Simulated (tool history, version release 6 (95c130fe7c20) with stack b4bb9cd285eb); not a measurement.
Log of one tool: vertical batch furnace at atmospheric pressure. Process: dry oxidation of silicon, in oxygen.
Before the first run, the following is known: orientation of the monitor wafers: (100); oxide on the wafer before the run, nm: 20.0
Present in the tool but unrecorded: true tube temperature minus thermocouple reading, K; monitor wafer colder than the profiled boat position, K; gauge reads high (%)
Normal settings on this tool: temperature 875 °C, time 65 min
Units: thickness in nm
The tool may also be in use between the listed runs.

run	hour	temperature	time	wafers since the last listed run	hours since the last temperature calibration	hours since the boat lift was adjusted	hours since the gauge calibration	read-back reference wafer on the same gauge, thickness	thickness
1	0	885	79.5	0	4240.5	3588.4	471.5	22.92	30.97
2	21.1	885	79.5	189	4261.6	3609.5	492.6	22.95	30.92
3	53.5	885	79.5	290	4294	3641.9	525	22.98	31.09
4	67.1	863	65	121	4307.6	3655.5	538.6	22.99	26.38
5	92.9	863	65	231	4333.4	3681.3	564.4	23.02	26.65
6	127.5	875	71.5	310	4368	3715.9	599	23.06	28.51
7	156.5	875	71.5	259	4397	3744.9	628	23.07	28.69
8	190.6	875	71.5	305	4431.1	3779	662.1	23.1	28.61
9	206	875	39.5	138	4446.5	3794.4	677.5	23.13	25.02
10	224.6	875	39.5	166	4465.1	3813	696.1	23.14	25.02
11	287.9	875	65	567	4528.4	3876.3	759.4	23.21	28.07
12	305.7	875	65	159	4546.2	3894.1	777.2	23.24	28.18
13	339.3	875	65	301	4579.8	3927.7	810.8	23.28	28.29
14	361.4	875	65	198	4601.9	3949.8	832.9	23.31	28.25
15	393.9	875	65	291	4634.4	3982.3	865.4	23.34	28.44
# hour 435.3: thermocouples replaced and temperature profile calibrated
16	435.8	875	65	160	0.5	4024.2	907.3	23.42	28.42
17	441.5	875	65	51	6.2	4029.9	913	23.42	28.39
18	457.3	882	50	141	22	4045.7	928.8	23.44	27.31
19	470	882	50	113	34.7	4058.4	941.5	23.45	27.33
20	491.4	875	65	191	56.1	4079.8	962.9	23.49	28.45
# hour 509: gauge calibrated
21	522.8	851	65	281	87.5	4111.2	13.8	22.55	24.93
22	535.4	897	78	112	100.1	4123.8	26.4	22.54	32.15
23	566.2	854	89.5	276	130.9	4154.6	57.2	22.56	27.11
# hour 620: boat lift adjusted
24	629.1	891	73	348	193.8	9.1	120.1	22.56	30.49
25	651.7	859	86.5	202	216.4	31.7	142.7	22.57	27.6
26	670.9	875	65	172	235.6	50.9	161.9	22.57	27.53
27	696.5	886	50	229	261.2	76.5	187.5	22.58	26.75
28	720.4	875	65	214	285.1	100.4	211.4	22.61	27.33
29	740.3	900	52.5	178	305	120.3	231.3	22.59	28.83
30	759.3	875	93.5	170	324	139.3	250.3	22.61	30.63
31	783.2	875	65	214	347.9	163.2	274.2	22.61	27.42
32	808	891	85.5	222	372.7	188	299	22.62	32.42
33	829.1	884	65	189	393.8	209.1	320.1	22.63	28.48
34	842.2	875	65	117	406.9	222.2	333.2	22.64	27.41
35	867.8	875	78.5	229	432.5	247.8	358.8	22.66	28.96
36	885.2	875	37.5	155	449.9	265.2	376.2	22.66	24.28
37	905.2	875	79	179	469.9	285.2	396.2	22.68	29.02
38	917.9	875	87	113	482.6	297.9	408.9	22.7	29.95
39	977.5	898	38	534	542.2	357.5	468.5	22.71	26.4

Each row is a separate what-if for the run after 39, all from the same tool condition, not one after another. Results?
A	983.3	875	75	51	548	363.3	474.3	?	?
B	983.3	895	43.5	51	548	363.3	474.3	?	?
C	983.3	892	92	51	548	363.3	474.3	?	?

run	read-back reference wafer on the same gauge, thickness	thickness
A	22.73	28.71
B	22.73	26.99
C	22.73	33.66
With no hidden state in the tool, these same runs would have given:
run	thickness
A	28.55
B	26.84
C	33.47
